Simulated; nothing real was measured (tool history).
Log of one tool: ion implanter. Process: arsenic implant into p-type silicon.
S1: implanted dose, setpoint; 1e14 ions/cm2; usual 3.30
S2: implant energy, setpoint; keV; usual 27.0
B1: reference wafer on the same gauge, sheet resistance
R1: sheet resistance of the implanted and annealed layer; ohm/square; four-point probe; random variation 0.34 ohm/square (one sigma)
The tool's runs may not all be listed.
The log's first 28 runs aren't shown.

run,hour,S1,S2,B1,R1
29,2372.3,3.30,27.0,260.07,228.63
30,2419.1,3.30,27.0,260.00,228.56
31,2524.3,3.66,36.0,260.03,202.91
32,2595.4,4.11,27.0,260.06,191.80
33,2696.2,3.75,27.0,260.04,205.42
34,2739.7,4.10,27.0,260.13,191.61
35,2783.0,2.74,30.5,260.04,258.60
36,2826.5,2.87,27.0,259.96,252.71

5 ways to go on from here, each from the tool as it stands after run 36. What would each give?
A,2826.9,3.81,27.0,?,?
B,2826.9,3.30,33.0,?,?
C,2826.9,3.99,27.0,?,?
D,2826.9,4.22,36.0,?,?
E,2826.9,3.02,27.0,?,?

run,B1,R1
A,260.00,202.03
B,260.00,220.56
C,260.00,194.88
D,260.00,180.35
E,260.00,241.98
Without the tool's hidden state the same runs would have given:
run,R1
A,204.17
B,222.87
C,196.95
D,182.26
E,244.52

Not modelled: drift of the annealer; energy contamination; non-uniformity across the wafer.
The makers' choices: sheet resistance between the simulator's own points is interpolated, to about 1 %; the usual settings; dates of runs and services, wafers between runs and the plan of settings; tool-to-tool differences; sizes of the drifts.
